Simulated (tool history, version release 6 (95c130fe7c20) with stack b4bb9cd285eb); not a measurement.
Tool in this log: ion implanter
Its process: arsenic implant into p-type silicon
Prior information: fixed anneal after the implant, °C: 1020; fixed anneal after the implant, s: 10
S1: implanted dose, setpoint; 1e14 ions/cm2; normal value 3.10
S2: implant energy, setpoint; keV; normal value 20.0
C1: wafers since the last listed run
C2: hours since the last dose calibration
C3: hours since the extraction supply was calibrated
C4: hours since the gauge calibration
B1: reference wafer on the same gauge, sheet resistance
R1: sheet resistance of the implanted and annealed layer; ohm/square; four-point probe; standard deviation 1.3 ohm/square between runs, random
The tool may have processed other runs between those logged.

| run | hour | S1 | S2 | C1 | C2 | C3 | C4 | B1 | R1 |
|---|---|---|---|---|---|---|---|---|---|
| 1 | 0.0 | 3.10 | 16.5 | 0 | 1119.5 | 5108.5 | 624.6 | 365.28 | 306.44 |
| 2 | 48.2 | 3.10 | 16.5 | 471 | 1167.7 | 5156.7 | 672.8 | 364.83 | 305.14 |
| 3 | 99.2 | 3.10 | 20.0 | 499 | 1218.7 | 5207.7 | 723.8 | 365.43 | 297.85 |
| 4 | 124.8 | 3.10 | 20.0 | 250 | 1244.3 | 5233.3 | 749.4 | 364.87 | 298.76 |
| 5 | 171.6 | 3.10 | 20.0 | 458 | 1291.1 | 5280.1 | 796.2 | 364.64 | 297.67 |
| 6 | 237.8 | 3.10 | 23.5 | 647 | 1357.3 | 5346.3 | 862.4 | 364.42 | 289.57 |
| 7 | 304.6 | 3.10 | 23.5 | 653 | 1424.1 | 5413.1 | 929.2 | 364.74 | 291.28 |
| 8 | 355.3 | 3.10 | 20.0 | 496 | 1474.8 | 5463.8 | 979.9 | 365.02 | 296.13 |
| 9 | 387.4 | 3.10 | 20.0 | 314 | 1506.9 | 5495.9 | 1012.0 | 365.19 | 296.71 |
| 10 | 432.7 | 3.46 | 20.0 | 443 | 1552.2 | 5541.2 | 1057.3 | 364.69 | 273.46 |
| 11 | 504.4 | 3.71 | 20.0 | 701 | 1623.9 | 5612.9 | 1129.0 | 365.15 | 260.44 |
|  | 600.2 | extraction supply calibrated |
|  | 680.5 | gauge calibrated |
| 12 | 690.9 | 3.10 | 20.0 | 1747 | 1810.4 | 90.7 | 10.4 | 365.07 | 298.33 |
| 13 | 750.6 | 3.10 | 14.0 | 584 | 1870.1 | 150.4 | 70.1 | 365.09 | 310.34 |
| 14 | 800.6 | 3.10 | 22.0 | 489 | 1920.1 | 200.4 | 120.1 | 365.56 | 295.30 |
| 15 | 827.7 | 2.28 | 16.0 | 265 | 1947.2 | 227.5 | 147.2 | 365.01 | 382.85 |
| 16 | 856.7 | 3.10 | 20.0 | 283 | 1976.2 | 256.5 | 176.2 | 364.53 | 298.24 |
| 17 | 917.5 | 3.67 | 26.0 | 595 | 2037.0 | 317.3 | 237.0 | 364.76 | 251.18 |
|  | 932.4 | Faraday cup replaced and dose calibrated |
| 18 | 981.1 | 2.30 | 13.5 | 544 | 48.7 | 380.9 | 300.6 | 364.61 | 399.15 |
| 19 | 1042.0 | 3.49 | 16.0 | 596 | 109.6 | 441.8 | 361.5 | 364.44 | 287.40 |
| 20 | 1104.3 | 2.69 | 23.5 | 609 | 171.9 | 504.1 | 423.8 | 364.86 | 332.34 |
| 21 | 1129.4 | 3.48 | 26.0 | 245 | 197.0 | 529.2 | 448.9 | 365.07 | 268.53 |
| 22 | 1162.8 | 3.10 | 22.0 | 326 | 230.4 | 562.6 | 482.3 | 365.17 | 299.19 |
| 23 | 1188.5 | 2.59 | 26.0 | 251 | 256.1 | 588.3 | 508.0 | 364.90 | 333.74 |

3 ways to go on from here, each from the tool as it stands after run 23. What would each give?
| A | 1188.9 | 3.10 | 20.0 | 3 | 256.5 | 588.7 | 508.4 | ? | ? |
| B | 1188.9 | 3.65 | 14.0 | 3 | 256.5 | 588.7 | 508.4 | ? | ? |
| C | 1188.9 | 3.53 | 17.0 | 3 | 256.5 | 588.7 | 508.4 | ? | ? |

| run | B1 | R1 |
|---|---|---|
| A | 365.63 | 304.12 |
| B | 365.63 | 281.44 |
| C | 365.63 | 281.86 |
Without the tool's hidden state the same runs would have given:
| run | R1 |
|---|---|
| A | 307.41 |
| B | 284.44 |
| C | 284.89 |

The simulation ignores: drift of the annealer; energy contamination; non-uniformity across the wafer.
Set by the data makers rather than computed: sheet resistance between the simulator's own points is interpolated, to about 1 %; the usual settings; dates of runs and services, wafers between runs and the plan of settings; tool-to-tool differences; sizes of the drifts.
